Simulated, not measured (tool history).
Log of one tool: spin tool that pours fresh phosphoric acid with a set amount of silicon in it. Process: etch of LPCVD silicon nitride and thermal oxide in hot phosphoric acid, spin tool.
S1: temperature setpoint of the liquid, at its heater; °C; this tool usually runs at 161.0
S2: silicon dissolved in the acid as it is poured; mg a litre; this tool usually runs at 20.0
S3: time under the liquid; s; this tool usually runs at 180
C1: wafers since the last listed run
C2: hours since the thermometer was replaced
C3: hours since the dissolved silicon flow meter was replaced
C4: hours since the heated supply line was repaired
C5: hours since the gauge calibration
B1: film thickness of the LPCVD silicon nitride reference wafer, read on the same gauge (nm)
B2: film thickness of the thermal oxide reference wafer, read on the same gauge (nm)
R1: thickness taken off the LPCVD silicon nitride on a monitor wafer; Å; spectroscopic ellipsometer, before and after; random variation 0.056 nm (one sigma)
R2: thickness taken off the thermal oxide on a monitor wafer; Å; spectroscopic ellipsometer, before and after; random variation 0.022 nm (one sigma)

run,hour,S1,S2,S3,C1,C2,C3,C4,C5,B1,B2,R1,R2
1,0.0,159.5,20.0,180,0,2572.8,1093.6,779.9,652.0,60.03,150.046,123.7,2.75
2,28.1,161.0,20.0,180,140,2600.9,1121.7,808.0,680.1,59.99,150.030,129.9,3.31
# hour 46.5: thermometer replaced
3,47.0,161.0,20.0,180,89,0.5,1140.6,826.9,699.0,60.01,149.990,129.7,3.03
4,82.0,161.0,20.0,180,174,35.5,1175.6,861.9,734.0,59.97,150.044,128.7,3.16
5,101.1,158.5,28.5,100,95,54.6,1194.7,881.0,753.1,60.00,150.010,66.1,1.11
# hour 127.7: gauge calibrated
6,168.3,160.0,20.0,75,335,121.8,1261.9,948.2,40.6,60.00,149.979,52.0,1.25
7,189.5,161.0,9.0,180,105,143.0,1283.1,969.4,61.8,60.01,149.963,129.2,3.94
# hour 210.6: dissolved silicon flow meter replaced
8,216.7,162.5,28.5,245,130,170.2,6.1,996.6,89.0,60.00,150.021,185.0,3.64
9,249.2,161.0,20.0,180,162,202.7,38.6,1029.1,121.5,59.99,150.005,129.3,3.28
10,264.1,163.0,9.0,245,74,217.6,53.5,1044.0,136.4,60.01,150.002,187.9,5.63
# hour 276.1: heated supply line repaired
11,278.2,162.5,14.0,145,65,231.7,67.6,2.1,150.5,60.01,150.015,112.6,3.43
12,310.6,162.0,32.0,115,161,264.1,100.0,34.5,182.9,59.99,149.980,87.9,1.32
13,332.4,162.0,35.5,180,108,285.9,121.8,56.3,204.7,59.97,149.997,138.1,1.88
14,365.9,161.0,30.0,180,167,319.4,155.3,89.8,238.2,59.99,150.005,132.9,2.28
15,394.1,162.0,32.5,235,140,347.6,183.5,118.0,266.4,59.99,150.011,181.2,2.95
16,411.2,161.0,28.5,220,85,364.7,200.6,135.1,283.5,60.00,149.956,163.1,2.95
17,432.1,161.0,20.0,180,104,385.6,221.5,156.0,304.4,59.99,149.984,132.6,3.22
18,457.0,161.0,14.5,180,124,410.5,246.4,180.9,329.3,59.99,149.963,133.5,3.73
19,492.1,161.0,20.0,180,175,445.6,281.5,216.0,364.4,60.00,150.006,131.9,3.09
20,517.5,161.0,20.0,180,126,471.0,306.9,241.4,389.8,60.00,149.951,132.5,3.28
21,543.2,159.0,32.0,100,128,496.7,332.6,267.1,415.5,60.00,149.981,69.0,1.01
22,567.2,161.0,20.0,180,119,520.7,356.6,291.1,439.5,60.01,149.976,132.3,3.12

Describe how what the log doesn't record of the tool's condition differs between the last listed run preceding each entry between runs and the first listed run following it.
Runs 2 to 3: thermometer replaced (hour 46.5)
  temperature lost on the way to the wafer (K): 0.887 -> 0.907
  the result without the hidden state subtracted from the measured one, R1: -4.0 -> -4.0 Å; R2: -0.23 -> -0.21 Å
Runs 5 to 6: gauge calibrated (hour 127.7)
  temperature lost on the way to the wafer (K): 0.962 -> 1.03
  the result without the hidden state subtracted from the measured one, R1: -2.2 -> -1.8 Å; R2: -0.08 -> -0.10 Å
Runs 7 to 8: dissolved silicon flow meter replaced (hour 210.6)
  temperature lost on the way to the wafer (K): 1.05 -> 1.08
  the result without the hidden state subtracted from the measured one, R1: -4.6 -> -6.8 Å; R2: -0.32 -> -0.30 Å
Runs 10 to 11: heated supply line repaired (hour 276.1)
  temperature lost on the way to the wafer (K): 1.13 -> 0.00268
  the result without the hidden state subtracted from the measured one, R1: -7.2 -> +0.0 Å; R2: -0.49 -> +0.00 Å
